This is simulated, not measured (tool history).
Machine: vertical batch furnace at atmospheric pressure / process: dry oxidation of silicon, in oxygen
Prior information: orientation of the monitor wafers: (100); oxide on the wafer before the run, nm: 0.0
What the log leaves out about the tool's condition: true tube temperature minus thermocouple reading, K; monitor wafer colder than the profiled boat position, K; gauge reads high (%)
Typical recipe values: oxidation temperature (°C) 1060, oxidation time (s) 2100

run   hour  oxidation temperature (°C)  oxidation time (s)  wafers since the last listed run  hours since the last temperature calibration  hours since the boat lift was adjusted  hours since the gauge calibration  read-back reference wafer on the same gauge, thickness  oxide thickness on the monitor wafer (Å)
  1      0                        1060                2100                                 0                                        1564.9                                  2192.9                              171.2                                                    66.5                                     583.5
  2   11.1                        1060                2100                               123                                          1576                                    2204                              182.3                                                   66.53                                     584.7
  3   23.9                        1060                2100                               141                                        1588.8                                  2216.8                              195.1                                                    66.5                                     583.3
  4     35                        1060                2100                               123                                        1599.9                                  2227.9                              206.2                                                   66.48                                     583.6
  5   42.3                        1060                2100                                80                                        1607.2                                  2235.2                              213.5                                                   66.52                                     583.6
  6   61.2                        1060                2100                               209                                        1626.1                                  2254.1                              232.4                                                   66.51                                     582.2
  7   72.1                        1060                2100                               120                                          1637                                    2265                              243.3                                                   66.52                                     581.8
  8   82.3                        1060                2100                               113                                        1647.2                                  2275.2                              253.5                                                   66.52                                     584.5
  9   89.3                        1060                2100                                77                                        1654.2                                  2282.2                              260.5                                                   66.53                                     583.1
 10  105.6                        1060                2100                               180                                        1670.5                                  2298.5                              276.8                                                   66.53                                     581.5
 11  124.3                        1060                2100                               207                                        1689.2                                  2317.2                              295.5                                                   66.47                                     581.5
 12  134.5                        1060                2100                               113                                        1699.4                                  2327.4                              305.7                                                   66.49                                     581.9
 13  150.9                        1060                2100                               181                                        1715.8                                  2343.8                              322.1                                                   66.49                                     582.3
 14  167.8                        1083                2670                               187                                        1732.7                                  2360.7                                339                                                   66.52                                     810.7
 15  175.7                        1036                2730                                87                                        1740.6                                  2368.6                              346.9                                                   66.52                                     556.9
 16  234.4                        1076                1740                               650                                        1799.3                                  2427.3                              405.6                                                   66.49                                     589.6
 17  253.1                        1060                2100                               207                                          1818                                    2446                              424.3                                                    66.5                                     581.8
     253.8  -- gauge calibrated
     282.2  -- boat lift adjusted
     302.5  -- thermocouples replaced and temperature profile calibrated
 18    303                        1060                2100                                61                                           0.5                                    20.8                               49.2                                                   66.51                                       602
 19  307.8                        1037                1620                                53                                           5.3                                    25.6                                 54                                                   66.52                                     423.2
 20  312.5                        1060                2100                                52                                            10                                    30.3                               58.7                                                   66.51                                     601.2
 21  317.2                        1060                2100                                52                                          14.7                                      35                               63.4                                                   66.51                                     599.8
 22  321.9                        1060                2100                                52                                          19.4                                    39.7                               68.1                                                   66.51                                     600.6

What does the tool deliver on the next run?
 23  330.5                        1060                1230                                95                                            28                                    48.3                               76.7                                                       ?                                         ?

read-back reference wafer on the same gauge, thickness: 66.52
oxide thickness on the monitor wafer (Å): 436.9
Take away the tool's hidden state, keep the run-to-run variation as it was, and the same run would have given oxide thickness on the monitor wafer (Å) 438.5.

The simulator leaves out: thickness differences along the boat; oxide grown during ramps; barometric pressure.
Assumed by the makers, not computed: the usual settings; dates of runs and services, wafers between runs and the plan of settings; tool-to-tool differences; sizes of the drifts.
